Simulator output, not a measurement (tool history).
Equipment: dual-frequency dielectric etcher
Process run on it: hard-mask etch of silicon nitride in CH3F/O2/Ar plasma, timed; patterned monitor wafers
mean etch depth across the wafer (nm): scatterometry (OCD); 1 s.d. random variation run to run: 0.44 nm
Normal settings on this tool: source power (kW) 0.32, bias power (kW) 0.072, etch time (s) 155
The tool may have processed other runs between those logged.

run,hour,source power (kW),bias power (kW),etch time (s),wafers since the last listed run,hours since the last wet clean,hours since the last source power generator calibration,hours since the last bias power generator calibration,hours since the last upper electrode change,hours since the gauge calibration,"read-back reference wafer on the same gauge, depth_nm",mean etch depth across the wafer (nm)
1,0,0.32,0.08,155,0,603.2,945.1,1515,5225.2,244.2,101.1,104
2,40.8,0.32,0.072,155,181,644,985.9,1555.8,5266,285,101.1,99.8
# hour 80.6: wet clean of the chamber
3,106.7,0.32,0.072,155,186,26.1,1051.8,1621.7,5331.9,350.9,101.3,97.4
4,133.5,0.32,0.072,155,119,52.9,1078.6,1648.5,5358.7,377.7,101.2,98.3
5,197.2,0.32,0.072,155,282,116.6,1142.3,1712.2,5422.4,441.4,101.4,98.7
6,253.1,0.32,0.072,155,248,172.5,1198.2,1768.1,5478.3,497.3,101.3,97.7
7,318.5,0.32,0.072,155,290,237.9,1263.6,1833.5,5543.7,562.7,101.1,97.6
# hour 387: upper electrode replaced
8,387.5,0.26,0.072,155,199,306.9,1332.6,1902.5,0.5,631.7,101.3,91.9
9,422.3,0.26,0.072,155,154,341.7,1367.4,1937.3,35.3,666.5,101.2,92.4
10,451.4,0.32,0.072,155,129,370.8,1396.5,1966.4,64.4,695.6,101.3,99.3
# hour 470.7: source power generator calibrated
11,485.7,0.32,0.072,155,134,405.1,15,2000.7,98.7,729.9,101.2,98.7
# hour 492.1: gauge calibrated
12,510.5,0.32,0.072,155,110,429.9,39.8,2025.5,123.5,18.4,101.2,98.8
13,537,0.26,0.055,175,117,456.4,66.3,2052,150,44.9,101.3,91.3
# hour 557.7: bias power generator calibrated
14,581,0.37,0.062,143,177,500.4,110.3,23.3,194,88.9,101.2,89.8
15,625.1,0.32,0.059,167.5,195,544.5,154.4,67.4,238.1,133,101.2,96.4
16,749.2,0.32,0.072,139.5,551,668.6,278.5,191.5,362.2,257.1,101.1,89.6
# hour 776.5: wet clean of the chamber
17,807.8,0.32,0.072,155,153,31.3,337.1,250.1,420.8,315.7,101.2,97.2
18,865,0.32,0.072,193,254,88.5,394.3,307.3,478,372.9,101.2,121.5
19,976.5,0.32,0.072,155,495,200,505.8,418.8,589.5,484.4,101.2,97.4
20,1147.8,0.32,0.072,169.5,760,371.3,677.1,590.1,760.8,655.7,101.3,107.8
21,1178.6,0.37,0.072,155,136,402.1,707.9,620.9,791.6,686.5,101.2,104.1
22,1243.9,0.27,0.055,126.5,290,467.4,773.2,686.2,856.9,751.8,101.2,66.9

Here are 4 independent what-if runs from the current tool condition. What would each one return?
A,1244.4,0.32,0.072,155,2,467.9,773.7,686.7,857.4,752.3,?,?
B,1244.4,0.36,0.072,155,2,467.9,773.7,686.7,857.4,752.3,?,?
C,1244.4,0.32,0.085,181,2,467.9,773.7,686.7,857.4,752.3,?,?
D,1244.4,0.32,0.063,155,2,467.9,773.7,686.7,857.4,752.3,?,?

run,"read-back reference wafer on the same gauge, depth_nm",mean etch depth across the wafer (nm)
A,101.1,98.5
B,101.1,102.6
C,101.1,124.9
D,101.1,92
Had the tool no hidden state, the same runs would have come out as:
run,mean etch depth across the wafer (nm)
A,96.8
B,100.8
C,122.8
D,90.5
